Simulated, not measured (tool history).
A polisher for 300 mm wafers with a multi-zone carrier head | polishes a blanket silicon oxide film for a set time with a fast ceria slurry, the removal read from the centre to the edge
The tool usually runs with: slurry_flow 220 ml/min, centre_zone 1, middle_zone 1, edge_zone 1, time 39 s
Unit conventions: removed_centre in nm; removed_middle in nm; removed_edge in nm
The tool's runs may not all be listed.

run,day,slurry_flow,centre_zone,middle_zone,edge_zone,time,"incoming thickness of the incoming film, nm",removed_centre,removed_middle,removed_edge
1,0,220,0.93,1,1.08,39,3724.3,606.4,572.5,614.7
2,0.929,220,0.93,1,1.08,39,3736.7,623.5,571.1,625.2
3,1.892,220,1,1.1,1,39,3748,654.4,620,585.9
4,2.583,220,0.96,1,1,39,3764.8,626.5,587.1,594.3
5,3.833,220,0.9,1,1.04,47,3765.3,724.4,694,716.6
6,4.854,220,1,1,1,39,3802.2,639.6,575.4,591
# day 5.579: carrier head's membrane replaced by a new one
7,6.171,220,1,1,1,39,3712,639.5,578.3,597.6
# day 6.621: worn pad replaced by a new one
8,6.846,220,1.11,1,1,39,3784.6,709.2,565,595.8
9,7.867,250,1.05,0.91,1,39,3690.4,673.7,549,608.3
# day 8.733: centre zone pressure recalibrated
10,9.129,220,1.11,1,1,39,3725,644.7,568.2,599.1
11,10.433,220,1,1,1.1,39,3761.8,601.8,563.5,619.5
# day 10.817: edge zone pressure recalibrated
# day 10.883: slurry nozzle cleaned
12,11.283,155,1,1,1,46,3743,675.6,645.4,674.8
13,12.146,175,1.12,0.88,1,33,3800.8,537.7,426.8,497
14,12.738,250,0.95,1.04,1,32,3778.1,489.5,487,492.4

The next listed run, before its measurement:
15,13.788,220,1,1,0.96,39,3836.8,?,?,?

{"run 15": {"removed_centre": 602.2, "removed_middle": 571.2, "removed_edge": 578.8}}
Were there no unlogged condition in the tool, this run, its random variation unchanged, would have produced removed_centre 581.7 nm, removed_middle 571.3 nm, removed_edge 578.8 nm.
